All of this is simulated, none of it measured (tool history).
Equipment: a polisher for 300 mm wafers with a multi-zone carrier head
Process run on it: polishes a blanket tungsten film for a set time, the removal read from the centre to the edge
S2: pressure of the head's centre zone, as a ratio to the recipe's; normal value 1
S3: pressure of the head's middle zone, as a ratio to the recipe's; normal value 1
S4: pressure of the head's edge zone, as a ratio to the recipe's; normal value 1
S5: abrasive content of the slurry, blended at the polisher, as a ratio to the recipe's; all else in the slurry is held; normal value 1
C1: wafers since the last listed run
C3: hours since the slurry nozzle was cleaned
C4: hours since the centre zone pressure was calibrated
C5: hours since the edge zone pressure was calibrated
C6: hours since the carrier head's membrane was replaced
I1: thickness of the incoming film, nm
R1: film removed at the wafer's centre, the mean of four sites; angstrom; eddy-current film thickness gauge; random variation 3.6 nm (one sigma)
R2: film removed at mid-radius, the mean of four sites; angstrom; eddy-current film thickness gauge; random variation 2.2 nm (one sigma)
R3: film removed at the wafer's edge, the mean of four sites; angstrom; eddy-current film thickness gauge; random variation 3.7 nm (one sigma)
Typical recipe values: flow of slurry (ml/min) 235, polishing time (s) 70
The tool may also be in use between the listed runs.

{"run": 1, "hour": 0.0, "flow of slurry (ml/min)": 235, "S2": 1, "S3": 1, "S4": 1, "S5": 1, "polishing time (s)": 70, "C1": 0, "wafers polished on this pad": 809, "C3": 175.4, "C4": 1088.3, "C5": 394.2, "C6": 939.7, "I1": 1139.4, "R1": 2300, "R2": 2353, "R3": 2489}
{"hour": 34.0, "done": "edge zone pressure recalibrated"}
{"run": 2, "hour": 34.5, "flow of slurry (ml/min)": 235, "S2": 1, "S3": 1, "S4": 1, "S5": 1, "polishing time (s)": 70, "C1": 281, "wafers polished on this pad": 1090, "C3": 209.9, "C4": 1122.8, "C5": 0.5, "C6": 974.2, "I1": 1131.3, "R1": 2239, "R2": 2315, "R3": 2311}
{"hour": 59.4, "done": "carrier head's membrane replaced by a new one"}
{"run": 3, "hour": 63.4, "flow of slurry (ml/min)": 235, "S2": 1, "S3": 1, "S4": 1, "S5": 1.1, "polishing time (s)": 70, "C1": 206, "wafers polished on this pad": 1297, "C3": 238.8, "C4": 1151.7, "C5": 29.4, "C6": 4, "I1": 1141.2, "R1": 2264, "R2": 2252, "R3": 2307}
{"hour": 96.4, "done": "worn pad replaced by a new one"}
{"run": 4, "hour": 97.7, "flow of slurry (ml/min)": 235, "S2": 1, "S3": 1, "S4": 1, "S5": 1.1, "polishing time (s)": 70, "C1": 262, "wafers polished on this pad": 11, "C3": 273.1, "C4": 1186, "C5": 63.7, "C6": 38.3, "I1": 1134, "R1": 2515, "R2": 2477, "R3": 2571}
{"hour": 123.5, "done": "centre zone pressure recalibrated"}
{"run": 5, "hour": 131.8, "flow of slurry (ml/min)": 235, "S2": 1, "S3": 1, "S4": 1, "S5": 1, "polishing time (s)": 70, "C1": 277, "wafers polished on this pad": 289, "C3": 307.2, "C4": 8.3, "C5": 97.8, "C6": 72.4, "I1": 1153.1, "R1": 2430, "R2": 2426, "R3": 2564}
{"run": 6, "hour": 164.0, "flow of slurry (ml/min)": 235, "S2": 1, "S3": 1, "S4": 1, "S5": 1, "polishing time (s)": 70, "C1": 278, "wafers polished on this pad": 567, "C3": 339.4, "C4": 40.5, "C5": 130, "C6": 104.6, "I1": 1146.8, "R1": 2406, "R2": 2378, "R3": 2491}
{"hour": 181.5, "done": "slurry nozzle cleaned"}
{"run": 7, "hour": 191.1, "flow of slurry (ml/min)": 235, "S2": 1.09, "S3": 1, "S4": 1, "S5": 1, "polishing time (s)": 70, "C1": 225, "wafers polished on this pad": 793, "C3": 9.6, "C4": 67.6, "C5": 157.1, "C6": 131.7, "I1": 1156.3, "R1": 2506, "R2": 2330, "R3": 2515}
{"run": 8, "hour": 204.0, "flow of slurry (ml/min)": 235, "S2": 1, "S3": 1, "S4": 1, "S5": 1.1, "polishing time (s)": 70, "C1": 111, "wafers polished on this pad": 905, "C3": 22.5, "C4": 80.5, "C5": 170, "C6": 144.6, "I1": 1144.2, "R1": 2302, "R2": 2377, "R3": 2500}
{"run": 9, "hour": 221.6, "flow of slurry (ml/min)": 235, "S2": 1.06, "S3": 1, "S4": 1, "S5": 1, "polishing time (s)": 79, "C1": 152, "wafers polished on this pad": 1057, "C3": 40.1, "C4": 98.1, "C5": 187.6, "C6": 162.2, "I1": 1139.7, "R1": 2722, "R2": 2610, "R3": 2659}
{"run": 10, "hour": 235.5, "flow of slurry (ml/min)": 280, "S2": 0.96, "S3": 1, "S4": 1, "S5": 1, "polishing time (s)": 85, "C1": 120, "wafers polished on this pad": 1177, "C3": 54, "C4": 112, "C5": 201.5, "C6": 176.1, "I1": 1149.9, "R1": 2673, "R2": 2760, "R3": 2802}
{"run": 11, "hour": 257.9, "flow of slurry (ml/min)": 235, "S2": 0.92, "S3": 1, "S4": 1, "S5": 0.9, "polishing time (s)": 70, "C1": 193, "wafers polished on this pad": 1371, "C3": 76.4, "C4": 134.4, "C5": 223.9, "C6": 198.5, "I1": 1154.4, "R1": 1998, "R2": 2132, "R3": 2146}
{"run": 12, "hour": 273.3, "flow of slurry (ml/min)": 190, "S2": 0.95, "S3": 1, "S4": 1, "S5": 1, "polishing time (s)": 94, "C1": 133, "wafers polished on this pad": 1504, "C3": 91.8, "C4": 149.8, "C5": 239.3, "C6": 213.9, "I1": 1134.6, "R1": 2671, "R2": 2831, "R3": 2928}
{"hour": 283.7, "done": "worn pad replaced by a new one"}
{"run": 13, "hour": 369.0, "flow of slurry (ml/min)": 235, "S2": 1, "S3": 1, "S4": 1, "S5": 1, "polishing time (s)": 70, "C1": 793, "wafers polished on this pad": 738, "C3": 187.5, "C4": 245.5, "C5": 335, "C6": 309.6, "I1": 1132.9, "R1": 2202, "R2": 2366, "R3": 2429}
{"hour": 394.0, "done": "edge zone pressure recalibrated"}
{"run": 14, "hour": 401.1, "flow of slurry (ml/min)": 235, "S2": 1, "S3": 1, "S4": 1, "S5": 1, "polishing time (s)": 54, "C1": 260, "wafers polished on this pad": 998, "C3": 219.6, "C4": 277.6, "C5": 7.1, "C6": 341.7, "I1": 1138.8, "R1": 1700, "R2": 1721, "R3": 1775}
{"run": 15, "hour": 432.6, "flow of slurry (ml/min)": 160, "S2": 1, "S3": 1.11, "S4": 1, "S5": 0.7, "polishing time (s)": 60, "C1": 272, "wafers polished on this pad": 1271, "C3": 251.1, "C4": 309.1, "C5": 38.6, "C6": 373.2, "I1": 1133.7, "R1": 1665, "R2": 1816, "R3": 1728}
{"hour": 452.7, "done": "worn pad replaced by a new one"}
{"run": 16, "hour": 454.2, "flow of slurry (ml/min)": 235, "S2": 1, "S3": 1, "S4": 1.11, "S5": 1, "polishing time (s)": 70, "C1": 152, "wafers polished on this pad": 12, "C3": 272.7, "C4": 330.7, "C5": 60.2, "C6": 394.8, "I1": 1139, "R1": 2412, "R2": 2384, "R3": 2549}
{"run": 17, "hour": 469.6, "flow of slurry (ml/min)": 235, "S2": 0.96, "S3": 1, "S4": 1, "S5": 0.75, "polishing time (s)": 70, "C1": 133, "wafers polished on this pad": 146, "C3": 288.1, "C4": 346.1, "C5": 75.6, "C6": 410.2, "I1": 1123.2, "R1": 2163, "R2": 2248, "R3": 2342}
{"run": 18, "hour": 495.9, "flow of slurry (ml/min)": 235, "S2": 1, "S3": 1, "S4": 1, "S5": 1.2, "polishing time (s)": 54, "C1": 227, "wafers polished on this pad": 373, "C3": 314.4, "C4": 372.4, "C5": 101.9, "C6": 436.5, "I1": 1123.8, "R1": 1888, "R2": 1902, "R3": 1978}
{"run": 19, "hour": 515.3, "flow of slurry (ml/min)": 180, "S2": 0.97, "S3": 1.12, "S4": 0.93, "S5": 1, "polishing time (s)": 70, "C1": 167, "wafers polished on this pad": 541, "C3": 333.8, "C4": 391.8, "C5": 121.3, "C6": 455.9, "I1": 1127, "R1": 2235, "R2": 2564, "R3": 2414}
{"run": 20, "hour": 529.4, "flow of slurry (ml/min)": 280, "S2": 1, "S3": 1, "S4": 1, "S5": 1, "polishing time (s)": 70, "C1": 121, "wafers polished on this pad": 663, "C3": 347.9, "C4": 405.9, "C5": 135.4, "C6": 470, "I1": 1149.3, "R1": 2317, "R2": 2390, "R3": 2474}
{"hour": 551.1, "done": "slurry nozzle cleaned"}
{"run": 21, "hour": 563.0, "flow of slurry (ml/min)": 235, "S2": 1, "S3": 1, "S4": 1, "S5": 1, "polishing time (s)": 53, "C1": 282, "wafers polished on this pad": 945, "C3": 11.9, "C4": 439.5, "C5": 169, "C6": 503.6, "I1": 1146.3, "R1": 1703, "R2": 1744, "R3": 1809}
{"run": 22, "hour": 593.9, "flow of slurry (ml/min)": 235, "S2": 1, "S3": 1, "S4": 1, "S5": 1, "polishing time (s)": 70, "C1": 267, "wafers polished on this pad": 1213, "C3": 42.8, "C4": 470.4, "C5": 199.9, "C6": 534.5, "I1": 1141.7, "R1": 2239, "R2": 2199, "R3": 2337}

Branching from run 22: 3 alternative next runs. What would each branch give?
{"run": "A", "hour": 594.3, "flow of slurry (ml/min)": 235, "S2": 1, "S3": 1, "S4": 1, "S5": 1, "polishing time (s)": 70, "C1": 3, "wafers polished on this pad": 1216, "C3": 43.2, "C4": 470.8, "C5": 200.3, "C6": 534.9, "I1": 1131.8, "R1": "?", "R2": "?", "R3": "?"}
{"run": "B", "hour": 594.3, "flow of slurry (ml/min)": 235, "S2": 1, "S3": 1, "S4": 1, "S5": 0.9, "polishing time (s)": 70, "C1": 3, "wafers polished on this pad": 1216, "C3": 43.2, "C4": 470.8, "C5": 200.3, "C6": 534.9, "I1": 1131.8, "R1": "?", "R2": "?", "R3": "?"}
{"run": "C", "hour": 594.3, "flow of slurry (ml/min)": 235, "S2": 1, "S3": 0.89, "S4": 1.09, "S5": 1, "polishing time (s)": 70, "C1": 3, "wafers polished on this pad": 1216, "C3": 43.2, "C4": 470.8, "C5": 200.3, "C6": 534.9, "I1": 1131.8, "R1": "?", "R2": "?", "R3": "?"}

run=A R1=2150 R2=2223 R3=2265
run=B R1=2103 R2=2175 R3=2216
run=C R1=2148 R2=2017 R3=2327
What these runs would have given with no unlogged condition in the tool:
run=A R1=2377 R2=2458 R3=2504
run=B R1=2325 R2=2405 R3=2450
run=C R1=2375 R2=2230 R3=2573
